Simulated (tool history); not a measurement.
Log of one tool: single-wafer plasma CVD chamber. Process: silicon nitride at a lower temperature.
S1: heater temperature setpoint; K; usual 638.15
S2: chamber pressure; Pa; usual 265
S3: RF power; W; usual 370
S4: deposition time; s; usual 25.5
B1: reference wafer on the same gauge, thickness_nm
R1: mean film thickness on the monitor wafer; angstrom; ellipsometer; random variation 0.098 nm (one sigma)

run	day	S1	S2	S3	S4	B1	R1
1	0	638.15	265	370	25.5	43.479	371.69
2	1.192	638.15	265	370	25.5	43.503	371.05
3	2.654	638.15	265	370	25.5	43.508	371.91
4	4.038	638.15	265	370	25.5	43.516	372.86
5	4.662	638.15	265	370	25.5	43.507	372.2
6	5.892	633.15	265	370	24.1	43.509	352.31
7	9.221	633.15	265	370	24.1	43.491	351.49
8	9.871	633.15	265	370	24.1	43.517	353.67
9	10.404	648.15	265	370	25.5	43.537	370.86
10	10.971	643.15	212	370	25.5	43.516	351.11
11	12.438	653.15	265	405	25.5	43.491	416.47
12	13.129	638.15	265	370	25.5	43.501	389.85
13	14.346	644.15	265	350	22.4	43.544	326.64
14	14.996	638.15	220	370	28.9	43.534	423.25
15	16.317	642.15	332	415	25.5	43.542	443.92
16	17.458	638.15	265	370	25.5	43.489	386.2

Put back what was entered between runs (6 entries, withheld): which listed runs does each sit between, and how does the hidden state differ from the listed run before to the listed run after?
After run 1, before run 2: gauge calibrated (day 0.429)
  delivered RF power above the setpoint (%): -7.56 -> -7.6
  measured result minus the result with no hidden state, R1: -24.26 -> -24.33 angstrom
After run 6, before run 7: showerhead replaced (day 7.225); capacitance manometer re-zeroed and calibrated (day 7.567)
  delivered RF power above the setpoint (%): -7.72 -> -7.8
  measured result minus the result with no hidden state, R1: -23.52 -> -23.73 angstrom
After run 7, before run 8: thermocouple changed; heater temperature recalibrated (day 9.85)
  delivered RF power above the setpoint (%): -7.8 -> -7.82
  measured result minus the result with no hidden state, R1: -23.73 -> -23.93 angstrom
After run 10, before run 11: gauge calibrated (day 11.1); RF generator calibrated (day 12.417)
  delivered RF power above the setpoint (%): -7.84 -> -1.92
  measured result minus the result with no hidden state, R1: -23.84 -> -6.08 angstrom
